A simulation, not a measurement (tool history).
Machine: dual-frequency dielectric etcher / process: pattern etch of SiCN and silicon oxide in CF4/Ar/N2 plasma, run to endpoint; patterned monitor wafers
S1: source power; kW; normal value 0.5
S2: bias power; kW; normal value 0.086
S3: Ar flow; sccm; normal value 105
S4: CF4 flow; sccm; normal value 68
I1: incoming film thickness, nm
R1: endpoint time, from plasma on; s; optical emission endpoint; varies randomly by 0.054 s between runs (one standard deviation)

{"run": 1, "hour": 0.0, "S1": 0.5, "S2": 0.086, "S3": 105, "S4": 68, "I1": 15.61, "R1": 15.2}
{"run": 2, "hour": 7.1, "S1": 0.5, "S2": 0.086, "S3": 105, "S4": 68, "I1": 15.45, "R1": 15.1}
{"run": 3, "hour": 17.2, "S1": 0.5, "S2": 0.086, "S3": 105, "S4": 68, "I1": 15.38, "R1": 14.9}
{"run": 4, "hour": 31.2, "S1": 0.5, "S2": 0.086, "S3": 105, "S4": 68, "I1": 15.47, "R1": 15.1}
{"run": 5, "hour": 37.2, "S1": 0.5, "S2": 0.086, "S3": 105, "S4": 68, "I1": 15.46, "R1": 15}
{"run": 6, "hour": 50.2, "S1": 0.43, "S2": 0.086, "S3": 105, "S4": 68, "I1": 15.53, "R1": 16.9}
{"hour": 74.7, "done": "wet clean of the chamber"}
{"hour": 90.4, "done": "upper electrode replaced"}
{"run": 7, "hour": 90.9, "S1": 0.43, "S2": 0.086, "S3": 105, "S4": 68, "I1": 15.51, "R1": 17.9}
{"run": 8, "hour": 91.2, "S1": 0.5, "S2": 0.102, "S3": 105, "S4": 80, "I1": 15.39, "R1": 14.2}
{"run": 9, "hour": 91.6, "S1": 0.5, "S2": 0.102, "S3": 105, "S4": 80, "I1": 15.44, "R1": 14.3}
{"run": 10, "hour": 98.1, "S1": 0.5, "S2": 0.086, "S3": 105, "S4": 56, "I1": 15.2, "R1": 16}
{"hour": 105.3, "done": "Ar flow controller replaced"}
{"hour": 107.4, "done": "CF4 flow controller replaced"}
{"run": 11, "hour": 114.3, "S1": 0.5, "S2": 0.086, "S3": 105, "S4": 56, "I1": 15.26, "R1": 16.1}
{"hour": 131.6, "done": "source power generator calibrated"}
{"run": 12, "hour": 132.1, "S1": 0.45, "S2": 0.086, "S3": 130, "S4": 78, "I1": 15.45, "R1": 17.6}
{"run": 13, "hour": 135.0, "S1": 0.44, "S2": 0.102, "S3": 105, "S4": 58, "I1": 15.25, "R1": 16}
{"run": 14, "hour": 147.5, "S1": 0.5, "S2": 0.077, "S3": 105, "S4": 82, "I1": 15.45, "R1": 16.3}
{"hour": 154.0, "done": "bias power generator calibrated"}
{"run": 15, "hour": 158.9, "S1": 0.5, "S2": 0.086, "S3": 105, "S4": 68, "I1": 15.41, "R1": 15.7}
{"run": 16, "hour": 170.0, "S1": 0.5, "S2": 0.086, "S3": 105, "S4": 68, "I1": 15.4, "R1": 15.7}
{"run": 17, "hour": 177.1, "S1": 0.43, "S2": 0.067, "S3": 90, "S4": 68, "I1": 15.55, "R1": 19.4}
{"run": 18, "hour": 189.1, "S1": 0.47, "S2": 0.102, "S3": 128, "S4": 80, "I1": 15.49, "R1": 15.5}
{"run": 19, "hour": 196.5, "S1": 0.5, "S2": 0.077, "S3": 105, "S4": 82, "I1": 15.35, "R1": 16.1}
{"run": 20, "hour": 202.6, "S1": 0.5, "S2": 0.086, "S3": 105, "S4": 68, "I1": 15.33, "R1": 15.6}
{"run": 21, "hour": 214.9, "S1": 0.55, "S2": 0.086, "S3": 105, "S4": 68, "I1": 15.39, "R1": 14.6}
{"run": 22, "hour": 225.5, "S1": 0.56, "S2": 0.086, "S3": 120, "S4": 68, "I1": 15.53, "R1": 15}

Below are 4 alternative next runs, each starting from the tool's condition after run 22. Predict each:
{"run": "A", "hour": 225.9, "S1": 0.5, "S2": 0.086, "S3": 105, "S4": 68, "I1": 15.33, "R1": "?"}
{"run": "B", "hour": 225.9, "S1": 0.62, "S2": 0.086, "S3": 105, "S4": 53, "I1": 15.33, "R1": "?"}
{"run": "C", "hour": 225.9, "S1": 0.61, "S2": 0.092, "S3": 105, "S4": 68, "I1": 15.33, "R1": "?"}
{"run": "D", "hour": 225.9, "S1": 0.54, "S2": 0.086, "S3": 105, "S4": 78, "I1": 15.33, "R1": "?"}

run=A R1=15.6
run=B R1=13.7
run=C R1=13
run=D R1=14.4
Without the tool's hidden state the same runs would have given:
run=A R1=15.6
run=B R1=13.7
run=C R1=13
run=D R1=14.4
